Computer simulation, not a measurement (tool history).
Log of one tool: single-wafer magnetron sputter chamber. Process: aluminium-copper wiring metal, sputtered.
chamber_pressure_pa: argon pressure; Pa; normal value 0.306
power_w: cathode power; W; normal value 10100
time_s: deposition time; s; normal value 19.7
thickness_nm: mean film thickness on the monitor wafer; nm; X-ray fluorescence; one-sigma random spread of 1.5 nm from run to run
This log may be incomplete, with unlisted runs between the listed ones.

| run | hour | chamber_pressure_pa | power_w | time_s | read-back reference wafer on the same gauge, thickness_nm | thickness_nm |
|---|---|---|---|---|---|---|
| 1 | 0 | 0.306 | 10100 | 19.7 | 445.418 | 384.3 |
| 2 | 25.8 | 0.306 | 10100 | 19.7 | 446.544 | 380.956 |
| 3 | 38.2 | 0.306 | 10100 | 19.7 | 445.905 | 376.835 |
|  | 53.1 | sputter target and shields replaced |
| 4 | 63.8 | 0.306 | 10100 | 19.7 | 445.773 | 383.587 |
| 5 | 83.2 | 0.306 | 10100 | 19.7 | 445.947 | 383.242 |
| 6 | 105.5 | 0.306 | 9200 | 21.5 | 445.569 | 388.586 |
| 7 | 118.2 | 0.306 | 9200 | 21.5 | 446.502 | 386.072 |
|  | 141.2 | sputter target and shields replaced |
| 8 | 141.7 | 0.306 | 9200 | 21.5 | 446.08 | 393.373 |
|  | 156.5 | magnet pack replaced |
| 9 | 173.6 | 0.306 | 10100 | 22.4 | 446.422 | 435.227 |
| 10 | 201.7 | 0.306 | 10100 | 22.4 | 445.92 | 432.223 |
| 11 | 229.3 | 0.185 | 9050 | 19.7 | 446.189 | 360.387 |

What will run 12 give?
|  | 244.5 | capacitance manometer re-zeroed and calibrated |
|  | 244.9 | sputter target and shields replaced |
| 12 | 263.2 | 0.306 | 10100 | 23.3 | ? | ? |

read-back reference wafer on the same gauge, thickness_nm: 446.105
thickness_nm: 458.19 nm
Minus the tool's unlogged condition, the same run would have read thickness_nm 460.396 nm.
